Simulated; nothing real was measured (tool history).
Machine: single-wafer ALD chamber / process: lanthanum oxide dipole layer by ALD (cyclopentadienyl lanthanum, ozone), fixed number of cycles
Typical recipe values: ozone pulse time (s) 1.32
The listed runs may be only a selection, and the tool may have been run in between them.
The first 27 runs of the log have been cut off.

| run | hour | ozone pulse time (s) | wafers since the last listed run | hours since the last thermocouple change | hours since the last ozone generator service | hours since the showerhead was replaced | hours since the gauge calibration | read-back reference wafer on the same gauge, thickness_nm | mean film thickness on the monitor wafer (nm) |
|---|---|---|---|---|---|---|---|---|---|
| 28 | 1939.7 | 1.01 | 1510 | 960.6 | 395.3 | 987.7 | 797.1 | 0.481 | 0.508 |
| 29 | 2009.1 | 1.69 | 1286 | 1030.0 | 464.7 | 1057.1 | 866.5 | 0.481 | 0.552 |
| 30 | 2051.8 | 0.99 | 791 | 1072.7 | 507.4 | 1099.8 | 909.2 | 0.481 | 0.505 |
| 31 | 2150.2 | 1.05 | 1823 | 1171.1 | 605.8 | 1198.2 | 1007.6 | 0.482 | 0.511 |
| 32 | 2218.4 | 1.06 | 1264 | 1239.3 | 674.0 | 1266.4 | 1075.8 | 0.480 | 0.510 |
| 33 | 2260.6 | 1.16 | 782 | 1281.5 | 716.2 | 1308.6 | 1118.0 | 0.481 | 0.521 |
| 34 | 2358.9 | 1.04 | 1821 | 1379.8 | 814.5 | 1406.9 | 1216.3 | 0.481 | 0.508 |
| 35 | 2431.6 | 1.19 | 1347 | 1452.5 | 887.2 | 1479.6 | 1289.0 | 0.481 | 0.522 |

Here are 3 independent what-if runs from the current tool condition. What would each one return?
| A | 2432.0 | 1.32 | 7 | 1452.9 | 887.6 | 1480.0 | 1289.4 | ? | ? |
| B | 2432.0 | 1.62 | 7 | 1452.9 | 887.6 | 1480.0 | 1289.4 | ? | ? |
| C | 2432.0 | 1.61 | 7 | 1452.9 | 887.6 | 1480.0 | 1289.4 | ? | ? |

| run | read-back reference wafer on the same gauge, thickness_nm | mean film thickness on the monitor wafer (nm) |
|---|---|---|
| A | 0.482 | 0.534 |
| B | 0.482 | 0.551 |
| C | 0.482 | 0.550 |
With the hidden condition removed and each run's random variation left untouched, the same runs would have given:
| run | mean film thickness on the monitor wafer (nm) |
|---|---|
| A | 0.539 |
| B | 0.555 |
| C | 0.554 |
